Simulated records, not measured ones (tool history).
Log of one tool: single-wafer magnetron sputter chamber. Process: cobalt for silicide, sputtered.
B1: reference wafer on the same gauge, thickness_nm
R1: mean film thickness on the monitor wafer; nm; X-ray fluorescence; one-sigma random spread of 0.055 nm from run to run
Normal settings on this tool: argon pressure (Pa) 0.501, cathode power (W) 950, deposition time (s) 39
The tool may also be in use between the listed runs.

Run 1, hour 0: usual settings; B1 18.893. Result: R1 17.944 nm.
Run 2, hour 27: usual settings; B1 18.899. Result: R1 17.85 nm.
Run 3, hour 51.1: usual settings but cathode power (W) 1100; B1 18.89. Result: R1 20.626 nm.
Run 4, hour 85.1: usual settings; B1 18.898. Result: R1 17.715 nm.
Run 5, hour 106: usual settings; B1 18.908. Result: R1 17.719 nm.
Run 6, hour 139.5: usual settings but argon pressure (Pa) 0.551; B1 18.899. Result: R1 17.483 nm.
At hour 187.1: sputter target and shields replaced.
Run 7, hour 197.6: usual settings but argon pressure (Pa) 0.551; B1 18.898. Result: R1 17.725 nm.
Run 8, hour 233.5: usual settings; B1 18.899. Result: R1 17.971 nm.
Run 9, hour 255.7: usual settings; B1 18.891. Result: R1 17.84 nm.
Run 10, hour 288.5: usual settings; B1 18.907. Result: R1 17.728 nm.
Run 11, hour 301.6: usual settings but argon pressure (Pa) 0.397; B1 18.897. Result: R1 18.357 nm.
Run 12, hour 333.2: usual settings; B1 18.896. Result: R1 17.794 nm.
At hour 347.3: gauge calibrated.
Run 13, hour 347.6: usual settings; B1 18.907. Result: R1 17.705 nm.
Run 14, hour 363.3: usual settings; B1 18.889. Result: R1 17.749 nm.
At hour 384.1: sputter target and shields replaced.
Run 15, hour 396.4: usual settings but deposition time (s) 43.7; B1 18.898. Result: R1 20.33 nm.
At hour 415.2: magnet pack replaced.
Run 16, hour 415.7: usual settings but deposition time (s) 43.7; B1 18.895. Result: R1 20.106 nm.
Run 17, hour 424.1: usual settings but argon pressure (Pa) 0.681, deposition time (s) 33; B1 18.898. Result: R1 14.443 nm.
At hour 472.3: capacitance manometer re-zeroed and calibrated.
Run 18, hour 495.7: usual settings but argon pressure (Pa) 0.405, deposition time (s) 41.1; B1 18.916. Result: R1 19.111 nm.
Run 19, hour 518.6: usual settings but cathode power (W) 1150; B1 18.903. Result: R1 21.223 nm.
Run 20, hour 536.7: usual settings but argon pressure (Pa) 0.438, cathode power (W) 850, deposition time (s) 34.2; B1 18.904. Result: R1 14.013 nm.
At hour 615.4: sputter target and shields replaced.
Run 21, hour 615.9: usual settings; B1 18.898. Result: R1 17.881 nm.
Run 22, hour 678.2: usual settings; B1 18.902. Result: R1 17.678 nm.
Run 23, hour 743.1: usual settings; B1 18.906. Result: R1 17.584 nm.
Run 24, hour 778.4: usual settings; B1 18.882. Result: R1 17.531 nm.
At hour 803.1: sputter target and shields replaced.
Run 25, hour 803.6: usual settings but cathode power (W) 800, deposition time (s) 35; B1 18.907. Result: R1 13.641 nm.
Run 26, hour 817.1: usual settings but cathode power (W) 750, deposition time (s) 46.5; B1 18.903. Result: R1 16.855 nm.
Run 27, hour 852.8: usual settings; B1 18.908. Result: R1 17.775 nm.
Run 28, hour 869.2: usual settings but cathode power (W) 800; B1 18.904. Result: R1 14.969 nm.
Run 29, hour 886: usual settings but argon pressure (Pa) 0.428, cathode power (W) 1050, deposition time (s) 42.5; B1 18.892. Result: R1 21.676 nm.
At hour 907.1: gauge calibrated.
Run 30, hour 915.5: usual settings; B1 18.902. Result: R1 17.614 nm.
Run 31, hour 927.8: usual settings but argon pressure (Pa) 0.387, deposition time (s) 41; B1 18.906. Result: R1 19.18 nm.
Run 32, hour 945: usual settings but argon pressure (Pa) 0.617, cathode power (W) 800; B1 18.898. Result: R1 14.185 nm.
At hour 1006: sputter target and shields replaced.
Run 33, hour 1037.4: usual settings but argon pressure (Pa) 0.623, cathode power (W) 800, deposition time (s) 31.2; B1 18.883. Result: R1 11.542 nm.

Consider 4 possible next runs. They are alternatives, not a sequence: every one starts from the tool as it was left by run 33. What does each give?
Run A, hour 1037.8: usual settings; B1 ?. Result: R1 ?.
Run B, hour 1037.8: usual settings but argon pressure (Pa) 0.356, cathode power (W) 700, deposition time (s) 44.6; B1 ?. Result: R1 ?.
Run C, hour 1037.8: usual settings but argon pressure (Pa) 0.565, cathode power (W) 1150; B1 ?. Result: R1 ?.
Run D, hour 1037.8: usual settings but argon pressure (Pa) 0.64, cathode power (W) 700, deposition time (s) 32.4; B1 ?. Result: R1 ?.

run      B1      R1
  A  18.907  17.854
  B  18.907  15.767
  C  18.907  21.176
  D  18.907  10.457
What these runs would have given with no unlogged condition in the tool:
run      R1
  A  17.921
  B  15.863
  C  21.233
  D  10.472
